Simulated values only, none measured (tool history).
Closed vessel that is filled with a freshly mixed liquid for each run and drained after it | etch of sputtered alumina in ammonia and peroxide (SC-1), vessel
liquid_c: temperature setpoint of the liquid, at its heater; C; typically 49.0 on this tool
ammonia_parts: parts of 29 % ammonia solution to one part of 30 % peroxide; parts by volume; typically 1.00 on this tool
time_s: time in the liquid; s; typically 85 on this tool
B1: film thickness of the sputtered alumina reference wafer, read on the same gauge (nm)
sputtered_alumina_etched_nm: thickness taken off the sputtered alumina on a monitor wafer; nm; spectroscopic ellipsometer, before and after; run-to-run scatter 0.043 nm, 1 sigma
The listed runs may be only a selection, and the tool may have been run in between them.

run 1 hour=0.0 | liquid_c=49.0 ammonia_parts=1.00 time_s=85 | B1=50.03 | sputtered_alumina_etched_nm=5.14
run 2 hour=14.3 | liquid_c=56.0 ammonia_parts=1.15 time_s=85 | B1=49.99 | sputtered_alumina_etched_nm=7.73
-- hour=17.9 gauge calibrated
run 3 hour=40.1 | liquid_c=56.0 ammonia_parts=1.15 time_s=85 | B1=50.04 | sputtered_alumina_etched_nm=7.59
run 4 hour=62.6 | liquid_c=49.0 ammonia_parts=1.00 time_s=85 | B1=49.98 | sputtered_alumina_etched_nm=5.08
run 5 hour=77.0 | liquid_c=49.0 ammonia_parts=1.00 time_s=85 | B1=50.05 | sputtered_alumina_etched_nm=5.12
run 6 hour=111.9 | liquid_c=49.0 ammonia_parts=1.00 time_s=85 | B1=50.00 | sputtered_alumina_etched_nm=5.17
run 7 hour=132.6 | liquid_c=49.0 ammonia_parts=1.00 time_s=85 | B1=50.01 | sputtered_alumina_etched_nm=5.21
run 8 hour=152.2 | liquid_c=49.0 ammonia_parts=1.00 time_s=85 | B1=50.03 | sputtered_alumina_etched_nm=5.16
run 9 hour=182.3 | liquid_c=49.0 ammonia_parts=1.00 time_s=85 | B1=50.01 | sputtered_alumina_etched_nm=5.12
run 10 hour=214.0 | liquid_c=49.0 ammonia_parts=0.75 time_s=115 | B1=50.01 | sputtered_alumina_etched_nm=6.73
run 11 hour=241.5 | liquid_c=49.0 ammonia_parts=1.00 time_s=85 | B1=49.99 | sputtered_alumina_etched_nm=5.10
run 12 hour=259.8 | liquid_c=49.0 ammonia_parts=1.00 time_s=85 | B1=49.99 | sputtered_alumina_etched_nm=5.12
run 13 hour=278.4 | liquid_c=49.0 ammonia_parts=1.00 time_s=85 | B1=50.02 | sputtered_alumina_etched_nm=5.08
-- hour=285.2 new drum of ammonia solution connected
run 14 hour=308.3 | liquid_c=54.0 ammonia_parts=1.20 time_s=120 | B1=50.00 | sputtered_alumina_etched_nm=9.77
run 15 hour=331.7 | liquid_c=49.0 ammonia_parts=1.15 time_s=110 | B1=50.04 | sputtered_alumina_etched_nm=6.64
run 16 hour=353.4 | liquid_c=49.0 ammonia_parts=1.20 time_s=85 | B1=50.00 | sputtered_alumina_etched_nm=5.09
-- hour=380.0 thermometer replaced
run 17 hour=380.5 | liquid_c=49.0 ammonia_parts=1.00 time_s=85 | B1=50.02 | sputtered_alumina_etched_nm=5.64
run 18 hour=397.0 | liquid_c=56.0 ammonia_parts=1.20 time_s=120 | B1=49.99 | sputtered_alumina_etched_nm=11.87
run 19 hour=446.6 | liquid_c=45.5 ammonia_parts=1.00 time_s=40 | B1=50.00 | sputtered_alumina_etched_nm=2.18
-- hour=456.4 ammonia flow meter replaced
run 20 hour=477.2 | liquid_c=49.0 ammonia_parts=1.20 time_s=130 | B1=49.97 | sputtered_alumina_etched_nm=8.71
-- hour=496.4 gauge calibrated
run 21 hour=508.3 | liquid_c=45.5 ammonia_parts=0.85 time_s=120 | B1=49.97 | sputtered_alumina_etched_nm=6.39
run 22 hour=535.1 | liquid_c=53.0 ammonia_parts=1.00 time_s=85 | B1=49.99 | sputtered_alumina_etched_nm=6.98
run 23 hour=560.2 | liquid_c=49.0 ammonia_parts=0.60 time_s=50 | B1=50.00 | sputtered_alumina_etched_nm=3.12
run 24 hour=585.1 | liquid_c=49.0 ammonia_parts=1.00 time_s=85 | B1=50.00 | sputtered_alumina_etched_nm=5.53
run 25 hour=611.4 | liquid_c=49.0 ammonia_parts=1.00 time_s=85 | B1=49.98 | sputtered_alumina_etched_nm=5.49
run 26 hour=629.7 | liquid_c=53.0 ammonia_parts=0.80 time_s=85 | B1=50.01 | sputtered_alumina_etched_nm=6.73
run 27 hour=657.7 | liquid_c=49.0 ammonia_parts=1.00 time_s=115 | B1=50.00 | sputtered_alumina_etched_nm=7.49
run 28 hour=687.9 | liquid_c=49.0 ammonia_parts=1.20 time_s=100 | B1=50.00 | sputtered_alumina_etched_nm=6.60
run 29 hour=702.2 | liquid_c=52.0 ammonia_parts=1.00 time_s=85 | B1=49.99 | sputtered_alumina_etched_nm=6.47

Predict each of these 4 candidate next runs independently; none follows another, all start after run 29:
run A hour=702.9 | liquid_c=52.5 ammonia_parts=1.00 time_s=85 | B1=? | sputtered_alumina_etched_nm=?
run B hour=702.9 | liquid_c=49.0 ammonia_parts=0.75 time_s=45 | B1=? | sputtered_alumina_etched_nm=?
run C hour=702.9 | liquid_c=49.0 ammonia_parts=1.20 time_s=50 | B1=? | sputtered_alumina_etched_nm=?
run D hour=702.9 | liquid_c=49.0 ammonia_parts=1.00 time_s=40 | B1=? | sputtered_alumina_etched_nm=?

run=A B1=50.03 sputtered_alumina_etched_nm=6.71
run=B B1=50.03 sputtered_alumina_etched_nm=2.85
run=C B1=50.03 sputtered_alumina_etched_nm=3.32
run=D B1=50.03 sputtered_alumina_etched_nm=2.61
The same runs, with their run-to-run variation unchanged, on a tool lacking any hidden condition would have given:
run=A sputtered_alumina_etched_nm=6.91
run=B sputtered_alumina_etched_nm=2.94
run=C sputtered_alumina_etched_nm=3.42
run=D sputtered_alumina_etched_nm=2.69
